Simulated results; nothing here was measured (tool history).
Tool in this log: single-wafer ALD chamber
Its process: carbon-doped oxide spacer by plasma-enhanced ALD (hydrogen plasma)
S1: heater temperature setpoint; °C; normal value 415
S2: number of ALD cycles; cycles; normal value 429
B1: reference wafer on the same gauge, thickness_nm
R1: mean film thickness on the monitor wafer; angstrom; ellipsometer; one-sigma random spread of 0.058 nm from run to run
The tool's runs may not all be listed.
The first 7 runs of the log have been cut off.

run    hour   S1   S2      B1      R1
  8     452  415  429  19.502  215.22
  9   505.4  415  429  19.491   214.3
 10   614.3  415  429  19.495  214.66
 11   664.3  415  429  19.505  215.07
 12   704.9  415  429  19.488  214.85
 13   800.7  415  429  19.504  214.31
 14   888.9  415  429  19.504  213.35
 15   983.4  415  429  19.487  214.34
 16  1053.8  415  429  19.509  214.86
 17    1151  415  429  19.492  214.15
 18  1218.3  415  429  19.503  213.34
     1254.6  -- gauge calibrated
 19  1270.3  415  494  19.494  245.81

Run 20, settings as shown, results not yet in. Your forecast:
 20  1363.1  425  429   ?   ?

{"run 20": {"B1": 19.501, "R1": 206.81}}
Minus the tool's unlogged condition, the same run would have read R1 208.96 angstrom.
